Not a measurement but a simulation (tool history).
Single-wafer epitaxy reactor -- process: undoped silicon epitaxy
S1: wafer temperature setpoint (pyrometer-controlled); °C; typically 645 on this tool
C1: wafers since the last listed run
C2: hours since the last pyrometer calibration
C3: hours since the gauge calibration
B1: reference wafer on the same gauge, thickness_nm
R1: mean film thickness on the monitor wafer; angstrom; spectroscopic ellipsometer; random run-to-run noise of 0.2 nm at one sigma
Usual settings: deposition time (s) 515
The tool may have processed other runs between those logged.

Run 1, day 0.000: usual settings; C1 0; C2 7.0; C3 164.9; B1 87.897. Result: R1 823.36 angstrom.
Run 2, day 1.342: usual settings; C1 128; C2 39.2; C3 197.1; B1 87.853. Result: R1 821.99 angstrom.
Run 3, day 3.033: usual settings; C1 162; C2 79.8; C3 237.7; B1 87.877. Result: R1 821.18 angstrom.
Run 4, day 4.246: usual settings; C1 116; C2 108.9; C3 266.8; B1 87.868. Result: R1 820.81 angstrom.
Run 5, day 5.333: usual settings; C1 104; C2 135.0; C3 292.9; B1 87.894. Result: R1 818.99 angstrom.
Run 6, day 7.221: usual settings; C1 181; C2 180.3; C3 338.2; B1 87.863. Result: R1 818.36 angstrom.
Run 7, day 9.521: usual settings; C1 220; C2 235.5; C3 393.4; B1 87.889. Result: R1 815.83 angstrom.
Run 8, day 11.329: usual settings; C1 173; C2 278.9; C3 436.8; B1 87.900. Result: R1 823.64 angstrom.
Run 9, day 12.992: usual settings; C1 159; C2 318.8; C3 476.7; B1 87.947. Result: R1 819.20 angstrom.
Run 10, day 15.383: usual settings; C1 229; C2 376.2; C3 534.1; B1 87.925. Result: R1 819.55 angstrom.
Run 11, day 17.817: usual settings; C1 233; C2 434.6; C3 592.5; B1 87.888. Result: R1 825.23 angstrom.
Run 12, day 20.350: usual settings but deposition time (s) 577; C1 243; C2 495.4; C3 653.3; B1 87.908. Result: R1 923.16 angstrom.
Run 13, day 22.483: usual settings but deposition time (s) 577; C1 204; C2 546.6; C3 704.5; B1 87.923. Result: R1 917.61 angstrom.
Run 14, day 25.296: usual settings; C1 269; C2 614.1; C3 772.0; B1 87.802. Result: R1 821.51 angstrom.
Run 15, day 27.938: usual settings; C1 253; C2 677.5; C3 835.4; B1 87.894. Result: R1 821.80 angstrom.
Run 16, day 30.471: usual settings but S1 648 °C; C1 243; C2 738.3; C3 896.2; B1 87.928. Result: R1 885.29 angstrom.
Run 17, day 32.479: usual settings but S1 649 °C; C1 192; C2 786.5; C3 944.4; B1 87.834. Result: R1 907.45 angstrom.
At day 34.667: pyrometer calibrated.
Run 18, day 36.579: usual settings; C1 361; C2 45.9; C3 1042.8; B1 87.946. Result: R1 822.41 angstrom.
Run 19, day 38.546: usual settings; C1 188; C2 93.1; C3 1090.0; B1 87.909. Result: R1 825.23 angstrom.
Run 20, day 41.071: usual settings but S1 639 °C, deposition time (s) 456; C1 242; C2 153.7; C3 1150.6; B1 87.904. Result: R1 623.98 angstrom.
Run 21, day 43.771: usual settings but S1 632 °C, deposition time (s) 605; C1 259; C2 218.5; C3 1215.4; B1 87.891. Result: R1 693.17 angstrom.
Run 22, day 46.042: usual settings; C1 217; C2 273.0; C3 1269.9; B1 87.934. Result: R1 819.37 angstrom.
Run 23, day 48.504: usual settings but S1 650 °C, deposition time (s) 451; C1 236; C2 332.1; C3 1329.0; B1 87.890. Result: R1 812.61 angstrom.
Run 24, day 54.371: usual settings but S1 649 °C, deposition time (s) 419; C1 562; C2 472.9; C3 1469.8; B1 87.929. Result: R1 736.39 angstrom.
Run 25, day 57.233: usual settings; C1 274; C2 541.6; C3 1538.5; B1 87.927. Result: R1 821.14 angstrom.
Run 26, day 58.479: usual settings but S1 636 °C, deposition time (s) 609; C1 119; C2 571.5; C3 1568.4; B1 87.823. Result: R1 772.35 angstrom.
At day 58.729: gauge calibrated.
Run 27, day 59.550: usual settings but S1 651 °C, deposition time (s) 477; C1 102; C2 597.2; C3 19.7; B1 87.840. Result: R1 881.60 angstrom.
Run 28, day 60.846: usual settings but S1 635 °C, deposition time (s) 455; C1 124; C2 628.3; C3 50.8; B1 87.875. Result: R1 561.06 angstrom.
Run 29, day 63.750: usual settings but S1 659 °C; C1 278; C2 698.0; C3 120.5; B1 87.891. Result: R1 1159.37 angstrom.
Run 30, day 65.329: usual settings but S1 659 °C, deposition time (s) 466; C1 151; C2 735.9; C3 158.4; B1 87.934. Result: R1 1047.90 angstrom.
Run 31, day 70.396: usual settings but S1 657 °C, deposition time (s) 617; C1 486; C2 857.5; C3 280.0; B1 87.928. Result: R1 1316.44 angstrom.
Run 32, day 71.596: usual settings but S1 654 °C; C1 115; C2 886.3; C3 308.8; B1 87.919. Result: R1 1026.15 angstrom.
Run 33, day 73.096: usual settings but deposition time (s) 545; C1 143; C2 922.3; C3 344.8; B1 87.863. Result: R1 866.95 angstrom.
Run 34, day 74.712: usual settings but S1 651 °C, deposition time (s) 477; C1 155; C2 961.1; C3 383.6; B1 87.896. Result: R1 881.45 angstrom.
Run 35, day 75.775: usual settings but deposition time (s) 464; C1 101; C2 986.6; C3 409.1; B1 87.923. Result: R1 740.50 angstrom.
At day 76.133: pyrometer calibrated.
Run 36, day 78.458: usual settings but S1 639 °C, deposition time (s) 417; C1 225; C2 55.8; C3 473.5; B1 87.873. Result: R1 572.61 angstrom.
Run 37, day 81.108: usual settings but S1 640 °C, deposition time (s) 477; C1 254; C2 119.4; C3 537.1; B1 87.909. Result: R1 665.62 angstrom.
Run 38, day 83.000: usual settings; C1 181; C2 164.8; C3 582.5; B1 87.965. Result: R1 818.45 angstrom.
Run 39, day 85.154: usual settings; C1 206; C2 216.5; C3 634.2; B1 88.007. Result: R1 818.79 angstrom.

Forecast each of these 4 alternatives for the next run:
Run A, day 85.175: usual settings but deposition time (s) 547; C1 1; C2 217.0; C3 634.7; B1 ?. Result: R1 ?.
Run B, day 85.175: usual settings but S1 631 °C, deposition time (s) 423; C1 1; C2 217.0; C3 634.7; B1 ?. Result: R1 ?.
Run C, day 85.175: usual settings but S1 633 °C, deposition time (s) 545; C1 1; C2 217.0; C3 634.7; B1 ?. Result: R1 ?.
Run D, day 85.175: usual settings but S1 657 °C, deposition time (s) 581; C1 1; C2 217.0; C3 634.7; B1 ?. Result: R1 ?.

run      B1       R1
  A  87.949   872.13
  B  87.949   471.59
  C  87.949   639.96
  D  87.949  1246.55
Take away the tool's hidden state, keep each run's random variation, and the runs would have read:
run       R1
  A   872.13
  B   471.59
  C   639.96
  D  1246.55

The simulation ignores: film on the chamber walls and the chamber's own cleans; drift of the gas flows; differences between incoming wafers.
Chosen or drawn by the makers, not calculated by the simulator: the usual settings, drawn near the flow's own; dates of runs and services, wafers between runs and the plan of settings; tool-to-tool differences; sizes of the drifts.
